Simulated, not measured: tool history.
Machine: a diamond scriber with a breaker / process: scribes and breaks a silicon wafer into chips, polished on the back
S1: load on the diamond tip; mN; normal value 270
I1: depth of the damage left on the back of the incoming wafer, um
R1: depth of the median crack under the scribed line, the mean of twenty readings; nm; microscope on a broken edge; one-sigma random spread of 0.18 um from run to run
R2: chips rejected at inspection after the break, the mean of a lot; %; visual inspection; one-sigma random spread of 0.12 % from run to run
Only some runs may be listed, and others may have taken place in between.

run   hour   S1    I1     R1    R2
  1      0  270  0.04  12990   1.8
  2   17.6  270  0.04  13020  1.62
  3   34.5  249  0.02  12380  2.12
  4   47.5  249  0.04  12590  1.98
  5   60.2  221  0.05  11680  3.03
  6   68.7  252  0.02  12790  2.01
  7   80.8  252  0.05  12520  1.82
      84.8  -- diamond tip replaced by a new one
  8   96.1  270  0.03  13190     2
  9  110.4  270  0.02  12600  1.58
 10  120.9  270  0.02  12660  1.74
 11  136.8  295  0.03  13880  1.97
 12  145.6  294  0.02  13760  2.03
     163.6  -- load on the tip recalibrated
 13  164.1  218  0.02  11640  3.13
 14  170.4  328  0.02  14260  2.92
 15  186.9  209  0.03  11290   4.2
 16  224.3  225  0.02  11630  2.76
 17  236.9  300  0.04  13670  2.22

Run 18 has not been measured yet. What should we expect?
 18  244.9  236  0.02   ?   ?

Run 18 yielded R1 12120 nm, R2 2.05 %.
Minus the tool's unlogged condition, the same run would have read R1 12120 nm, R2 2.05 %.
